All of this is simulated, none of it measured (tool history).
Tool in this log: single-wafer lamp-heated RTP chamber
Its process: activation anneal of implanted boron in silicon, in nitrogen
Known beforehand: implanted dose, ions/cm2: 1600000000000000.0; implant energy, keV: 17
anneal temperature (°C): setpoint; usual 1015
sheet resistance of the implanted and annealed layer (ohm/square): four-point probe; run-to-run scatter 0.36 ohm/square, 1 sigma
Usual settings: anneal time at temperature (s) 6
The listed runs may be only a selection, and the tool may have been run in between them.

| run | hour | anneal temperature (°C) | anneal time at temperature (s) | read-back reference wafer on the same gauge, sheet resistance | sheet resistance of the implanted and annealed layer (ohm/square) |
|---|---|---|---|---|---|
| 1 | 0.0 | 995 | 4 | 89.85 | 102.17 |
| 2 | 50.2 | 995 | 4 | 89.53 | 102.27 |
|  | 70.4 | reflector plate cleaned |
| 3 | 95.0 | 995 | 4 | 89.57 | 102.28 |
|  | 132.8 | pyrometer window cleaned and pyrometer calibrated |
| 4 | 153.8 | 995 | 6 | 89.36 | 100.01 |
| 5 | 223.6 | 995 | 6 | 89.32 | 99.61 |
| 6 | 251.8 | 995 | 6 | 89.41 | 99.95 |
| 7 | 292.8 | 1015 | 6 | 89.23 | 91.88 |
| 8 | 324.6 | 1015 | 6 | 89.17 | 91.74 |
|  | 377.3 | reflector plate cleaned |
| 9 | 437.6 | 1015 | 6 | 89.00 | 90.96 |
|  | 491.1 | pyrometer window cleaned and pyrometer calibrated |
| 10 | 497.3 | 1015 | 6 | 88.80 | 92.22 |
| 11 | 540.0 | 1015 | 6 | 88.74 | 91.06 |
| 12 | 611.4 | 1015 | 6 | 88.58 | 91.25 |
|  | 640.9 | reflector plate cleaned |
| 13 | 641.4 | 1015 | 6 | 88.62 | 91.15 |
| 14 | 708.0 | 1015 | 6 | 88.41 | 91.14 |
| 15 | 735.8 | 1015 | 6 | 88.48 | 91.06 |
| 16 | 807.0 | 1033 | 3 | 88.34 | 88.09 |
|  | 828.3 | pyrometer window cleaned and pyrometer calibrated |
| 17 | 852.7 | 1015 | 6 | 88.20 | 90.32 |
| 18 | 879.9 | 1015 | 6 | 88.10 | 89.94 |
| 19 | 916.4 | 1002 | 5 | 87.98 | 96.66 |
|  | 917.3 | gauge calibrated |
|  | 927.4 | reflector plate cleaned |
| 20 | 950.3 | 1015 | 5 | 89.90 | 93.08 |
| 21 | 997.9 | 995 | 4 | 90.07 | 102.15 |
| 22 | 1032.0 | 1015 | 5 | 90.04 | 93.10 |
| 23 | 1068.7 | 1045 | 7 | 89.67 | 84.84 |
| 24 | 1111.7 | 1015 | 6 | 89.76 | 91.70 |
|  | 1170.4 | pyrometer window cleaned and pyrometer calibrated |
|  | 1180.0 | reflector plate cleaned |
| 25 | 1180.5 | 1043 | 6 | 89.60 | 86.15 |
| 26 | 1229.7 | 988 | 3 | 89.41 | 108.64 |
| 27 | 1265.8 | 1027 | 5 | 89.34 | 88.63 |
| 28 | 1377.0 | 987 | 7 | 89.36 | 104.25 |
| 29 | 1415.3 | 1032 | 5 | 89.14 | 87.62 |
|  | 1434.4 | reflector plate cleaned |
| 30 | 1448.2 | 993 | 6 | 89.10 | 101.69 |
| 31 | 1473.3 | 995 | 4 | 89.21 | 101.00 |

Consider 3 possible next runs. They are alternatives, not a sequence: every one starts from the tool as it was left by run 31. What does each give?
| A | 1473.7 | 1034 | 6 | ? | ? |
| B | 1473.7 | 1045 | 4 | ? | ? |
| C | 1473.7 | 989 | 4 | ? | ? |

| run | read-back reference wafer on the same gauge, sheet resistance | sheet resistance of the implanted and annealed layer (ohm/square) |
|---|---|---|
| A | 88.86 | 86.13 |
| B | 88.86 | 85.14 |
| C | 88.86 | 104.84 |
The same runs, with their run-to-run variation unchanged, on a tool lacking any hidden condition would have given:
| run | sheet resistance of the implanted and annealed layer (ohm/square) |
|---|---|
| A | 87.11 |
| B | 86.11 |
| C | 106.03 |

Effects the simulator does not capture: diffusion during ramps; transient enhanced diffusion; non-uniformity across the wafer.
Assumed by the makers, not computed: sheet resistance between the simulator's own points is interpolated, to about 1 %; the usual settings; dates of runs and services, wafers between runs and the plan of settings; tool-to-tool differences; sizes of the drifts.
